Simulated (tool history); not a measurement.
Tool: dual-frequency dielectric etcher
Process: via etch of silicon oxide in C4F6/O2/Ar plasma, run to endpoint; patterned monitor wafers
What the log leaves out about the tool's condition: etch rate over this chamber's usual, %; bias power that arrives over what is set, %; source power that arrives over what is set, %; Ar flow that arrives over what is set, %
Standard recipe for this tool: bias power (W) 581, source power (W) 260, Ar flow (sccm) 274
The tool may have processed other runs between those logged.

| run | hour | bias power (W) | source power (W) | Ar flow (sccm) | wafers since the last listed run | hours since the last wet clean | hours since the last bias power generator calibration | hours since the last source power generator calibration | hours since the last Ar flow controller change | hours since the last upper electrode change | incoming incoming film thickness, nm | endpoint time (s) |
|---|---|---|---|---|---|---|---|---|---|---|---|---|
| 1 | 0 | 581 | 260 | 274 | 0 | 334.7 | 4814 | 1678.2 | 5009.6 | 5694.4 | 73.4 | 16.9 |
| 2 | 12.1 | 581 | 260 | 274 | 123 | 346.8 | 4826.1 | 1690.3 | 5021.7 | 5706.5 | 73.8 | 17 |
| 3 | 23.1 | 581 | 260 | 274 | 112 | 357.8 | 4837.1 | 1701.3 | 5032.7 | 5717.5 | 73.7 | 16.8 |
| 4 | 37.3 | 581 | 260 | 274 | 144 | 372 | 4851.3 | 1715.5 | 5046.9 | 5731.7 | 73.4 | 16.8 |
|  | 48.4 | Ar flow controller replaced |
|  | 74.9 | wet clean of the chamber |
|  | 85.2 | upper electrode replaced |
| 5 | 85.7 | 545 | 260 | 274 | 82 | 10.8 | 4899.7 | 1763.9 | 37.3 | 0.5 | 73.2 | 17.8 |
| 6 | 86.1 | 545 | 260 | 274 | 4 | 11.2 | 4900.1 | 1764.3 | 37.7 | 0.9 | 73.4 | 17.7 |
| 7 | 86.4 | 655 | 230 | 274 | 3 | 11.5 | 4900.4 | 1764.6 | 38 | 1.2 | 74 | 18 |
| 8 | 86.7 | 455 | 260 | 294 | 3 | 11.8 | 4900.7 | 1764.9 | 38.3 | 1.5 | 74 | 18.8 |
| 9 | 93.6 | 581 | 260 | 274 | 70 | 18.7 | 4907.6 | 1771.8 | 45.2 | 8.4 | 73.6 | 17.7 |

What will run 10 give?
|  | 106.2 | bias power generator calibrated |
| 10 | 107.2 | 469 | 280 | 228 | 97 | 32.3 | 1 | 1785.4 | 58.8 | 22 | 74.5 | ? |

{"run 10": {"endpoint time (s)": 17.5}}
Without the tool's hidden state the same run would have given endpoint time (s) 17.7.
